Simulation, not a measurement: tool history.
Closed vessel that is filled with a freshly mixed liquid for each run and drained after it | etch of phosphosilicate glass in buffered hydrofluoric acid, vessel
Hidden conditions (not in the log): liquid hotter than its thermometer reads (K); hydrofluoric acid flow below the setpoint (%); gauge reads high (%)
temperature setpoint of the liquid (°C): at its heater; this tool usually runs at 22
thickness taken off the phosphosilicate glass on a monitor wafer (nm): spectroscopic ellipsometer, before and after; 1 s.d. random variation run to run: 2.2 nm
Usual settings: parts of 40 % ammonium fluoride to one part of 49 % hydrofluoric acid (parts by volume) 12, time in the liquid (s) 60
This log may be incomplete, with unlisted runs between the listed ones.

run,hour,temperature setpoint of the liquid (°C),parts of 40 % ammonium fluoride to one part of 49 % hydrofluoric acid (parts by volume),time in the liquid (s),wafers since the last listed run,hours since the thermometer was replaced,hours since the hydrofluoric acid flow meter was replaced,hours since the gauge calibration,"read-back film thickness of the phosphosilicate glass reference wafer, read on the same gauge (nm)",thickness taken off the phosphosilicate glass on a monitor wafer (nm)
1,0,25,9.5,60,0,2217.6,455,112.7,139.99,370.99
2,12.8,25,9.5,60,1259,2230.4,467.8,125.5,140,371.35
3,33,22,12,60,1987,2250.6,488,145.7,140,250.56
4,57,22,12,60,2360,2274.6,512,169.7,139.98,248.26
5,87.1,22,12,60,2960,2304.7,542.1,199.8,140.03,247.99
6,184.8,22,12,60,9610,2402.4,639.8,297.5,139.96,245.92
7,214.8,22,12,60,2951,2432.4,669.8,327.5,140,244.62
8,241.6,22,12,60,2636,2459.2,696.6,354.3,140.01,249.03
9,260.5,22,12,40,1859,2478.1,715.5,373.2,140,162.83
10,274.4,22,12,60,1367,2492,729.4,387.1,140.02,246.86
11,301.6,22,12,60,2675,2519.2,756.6,414.3,140.02,243.32
12,314.2,22,12,60,1239,2531.8,769.2,426.9,140.02,241.88
# hour 331.4: hydrofluoric acid flow meter replaced
13,345.9,20,12,60,3019,2563.5,14.5,458.6,139.99,232.81
14,362.3,20,12,60,1613,2579.9,30.9,475,140,234.94
15,393.6,22,12,90,3078,2611.2,62.2,506.3,140.01,391.1
# hour 408.9: thermometer replaced
16,424.4,24,9,75,2931,15.5,93,537.1,139.98,469.36
17,446.2,26,10.5,90,2144,37.3,114.8,558.9,140,555.86
18,479.5,18,15,95,3275,70.6,148.1,592.2,139.99,262.69
19,502.6,17.5,12,35,2272,93.7,171.2,615.3,140.01,117.33
# hour 529: gauge calibrated
20,538.2,22,14.5,60,3501,129.3,206.8,9.2,139.99,214.66
21,564.7,20.5,9.5,80,2606,155.8,233.3,35.7,140,388.24
22,577.3,18.5,12,60,1239,168.4,245.9,48.3,139.99,208.47
23,600,23.5,12,60,2232,191.1,268.6,71,140.02,274.68
24,628.9,22,12,60,2842,220,297.5,99.9,140.01,253.28
25,661.3,22,12,60,3187,252.4,329.9,132.3,140.01,254.7
26,681.9,17.5,15,90,2026,273,350.5,152.9,140.02,238.87
27,704.3,17.5,12,60,2203,295.4,372.9,175.3,139.99,196
28,726.7,22,12,60,2203,317.8,395.3,197.7,140.01,255.14

3 ways to go on from here, each from the tool as it stands after run 28. What would each give?
A,727.4,22,12,60,68,318.5,396,198.4,?,?
B,727.4,26,8,60,68,318.5,396,198.4,?,?
C,727.4,17,16,75,68,318.5,396,198.4,?,?

run,"read-back film thickness of the phosphosilicate glass reference wafer, read on the same gauge (nm)",thickness taken off the phosphosilicate glass on a monitor wafer (nm)
A,140.03,253.07
B,140.03,454.28
C,140.03,179.96
Without the tool's unlogged condition, the same runs would have read:
run,thickness taken off the phosphosilicate glass on a monitor wafer (nm)
A,264.47
B,477.02
C,188.14
